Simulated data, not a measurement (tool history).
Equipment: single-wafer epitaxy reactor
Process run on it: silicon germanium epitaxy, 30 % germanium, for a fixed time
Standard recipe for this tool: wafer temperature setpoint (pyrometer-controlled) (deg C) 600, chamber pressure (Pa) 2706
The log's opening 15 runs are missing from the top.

run,day,wafer temperature setpoint (pyrometer-controlled) (deg C),chamber pressure (Pa),wafers since the last listed run,hours since the last pyrometer calibration,hours since the last manometer calibration,hours since the showerhead was replaced,hours since the gauge calibration,"read-back reference wafer on the same gauge, thickness_nm",mean film thickness on the monitor wafer (angstrom)
16,46.562,600,2440,2127,1493.3,234.8,2943.7,439.9,57.579,544.40
17,49.921,600,2706,1810,1573.9,315.4,3024.3,520.5,57.344,575.13
# day 50.462: showerhead replaced
18,53.546,590,2106,1774,1660.9,402.4,74.0,607.5,57.419,441.01
19,56.617,590,3266,1655,1734.6,476.1,147.7,681.2,57.489,523.10
20,58.567,600,2706,1051,1781.4,522.9,194.5,728.0,57.569,572.14
21,61.554,604,3106,1610,1853.1,594.6,266.2,799.7,57.522,654.55
22,63.654,600,2986,1132,1903.5,645.0,316.6,850.1,57.595,596.86
23,66.550,613,2253,1561,1973.0,714.5,386.1,919.6,57.511,650.70
24,69.796,600,2706,1749,2050.9,792.4,464.0,997.5,57.438,573.16
25,74.288,600,2706,2421,2158.7,900.2,571.8,1105.3,57.572,572.19
26,76.121,600,2213,988,2202.7,944.2,615.8,1149.3,57.666,524.45
27,80.458,609,2706,2338,2306.8,1048.3,719.9,1253.4,57.426,665.18
28,84.254,594,2306,2046,2397.9,1139.4,811.0,1344.5,57.481,488.39
29,86.917,600,2706,1435,2461.8,1203.3,874.9,1408.4,57.475,574.15
# day 87.425: gauge calibrated
# day 87.929: pyrometer calibrated
30,90.133,609,2080,1554,52.9,1280.5,952.1,65.0,57.497,591.37
31,102.683,612,2706,6765,354.1,1581.7,1253.3,366.2,57.501,703.12
32,107.025,596,3373,2340,458.3,1685.9,1357.5,470.4,57.274,591.66
33,110.025,612,2066,1617,530.3,1757.9,1429.5,542.4,57.614,617.69
34,113.283,607,3306,1756,608.5,1836.1,1507.7,620.6,57.460,709.06

Consider 4 possible next runs. They are alternatives, not a sequence: every one starts from the tool as it was left by run 34. What does each give?
A,113.300,600,2706,8,608.9,1836.5,1508.1,621.0,?,?
B,113.300,600,3346,8,608.9,1836.5,1508.1,621.0,?,?
C,113.300,613,2706,8,608.9,1836.5,1508.1,621.0,?,?
D,113.300,611,3000,8,608.9,1836.5,1508.1,621.0,?,?

run,"read-back reference wafer on the same gauge, thickness_nm",mean film thickness on the monitor wafer (angstrom)
A,57.315,572.07
B,57.315,625.76
C,57.315,707.05
D,57.315,715.16
With the hidden condition removed and each run's random variation left untouched, the same runs would have given:
run,mean film thickness on the monitor wafer (angstrom)
A,572.07
B,625.76
C,707.05
D,715.16
